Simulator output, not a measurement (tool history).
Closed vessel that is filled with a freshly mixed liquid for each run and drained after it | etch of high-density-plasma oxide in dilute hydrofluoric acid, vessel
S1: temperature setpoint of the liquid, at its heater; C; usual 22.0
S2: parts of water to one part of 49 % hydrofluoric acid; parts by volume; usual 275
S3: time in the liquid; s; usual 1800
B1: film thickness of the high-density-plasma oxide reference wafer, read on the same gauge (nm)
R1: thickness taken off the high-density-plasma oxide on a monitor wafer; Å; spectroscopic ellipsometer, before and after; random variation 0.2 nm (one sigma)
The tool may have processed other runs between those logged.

| run | hour | S1 | S2 | S3 | B1 | R1 |
|---|---|---|---|---|---|---|
| 1 | 0.0 | 22.0 | 275 | 1800 | 140.00 | 373.3 |
| 2 | 63.1 | 22.0 | 275 | 1800 | 139.98 | 377.9 |
| 3 | 149.4 | 22.0 | 275 | 1800 | 139.98 | 388.5 |
| 4 | 208.9 | 21.0 | 275 | 1800 | 140.01 | 375.7 |
|  | 253.6 | hydrofluoric acid flow meter replaced |
| 5 | 269.0 | 21.0 | 275 | 1800 | 140.03 | 328.3 |
| 6 | 296.5 | 21.0 | 275 | 1800 | 140.01 | 335.2 |
| 7 | 349.7 | 22.0 | 275 | 1800 | 140.02 | 347.7 |
|  | 362.2 | gauge calibrated |
|  | 370.1 | thermometer replaced |
| 8 | 394.1 | 22.0 | 305 | 1490 | 140.00 | 233.0 |
| 9 | 431.0 | 20.5 | 275 | 1800 | 140.02 | 306.7 |
| 10 | 478.9 | 24.5 | 415 | 2340 | 139.99 | 267.7 |
| 11 | 523.1 | 22.0 | 180 | 1800 | 140.00 | 546.1 |
| 12 | 575.3 | 22.0 | 275 | 1800 | 140.00 | 328.0 |
| 13 | 606.8 | 22.0 | 275 | 1800 | 140.01 | 330.5 |
| 14 | 642.8 | 26.0 | 275 | 1800 | 140.00 | 379.2 |
| 15 | 693.9 | 24.5 | 275 | 2270 | 140.03 | 463.2 |
| 16 | 752.4 | 20.0 | 315 | 1360 | 139.99 | 198.4 |

Consider 5 possible next runs. They are alternatives, not a sequence: every one starts from the tool as it was left by run 16. What does each give?
| A | 753.5 | 22.0 | 315 | 1800 | ? | ? |
| B | 753.5 | 22.0 | 275 | 785 | ? | ? |
| C | 753.5 | 19.5 | 360 | 1175 | ? | ? |
| D | 753.5 | 22.0 | 275 | 1165 | ? | ? |
| E | 753.5 | 18.5 | 190 | 1800 | ? | ? |

| run | B1 | R1 |
|---|---|---|
| A | 140.02 | 281.6 |
| B | 140.02 | 145.9 |
| C | 140.02 | 141.6 |
| D | 140.02 | 216.6 |
| E | 140.02 | 459.6 |
Had the tool no hidden state, the same runs would have come out as:
| run | R1 |
|---|---|
| A | 261.7 |
| B | 135.7 |
| C | 131.5 |
| D | 201.4 |
| E | 428.0 |

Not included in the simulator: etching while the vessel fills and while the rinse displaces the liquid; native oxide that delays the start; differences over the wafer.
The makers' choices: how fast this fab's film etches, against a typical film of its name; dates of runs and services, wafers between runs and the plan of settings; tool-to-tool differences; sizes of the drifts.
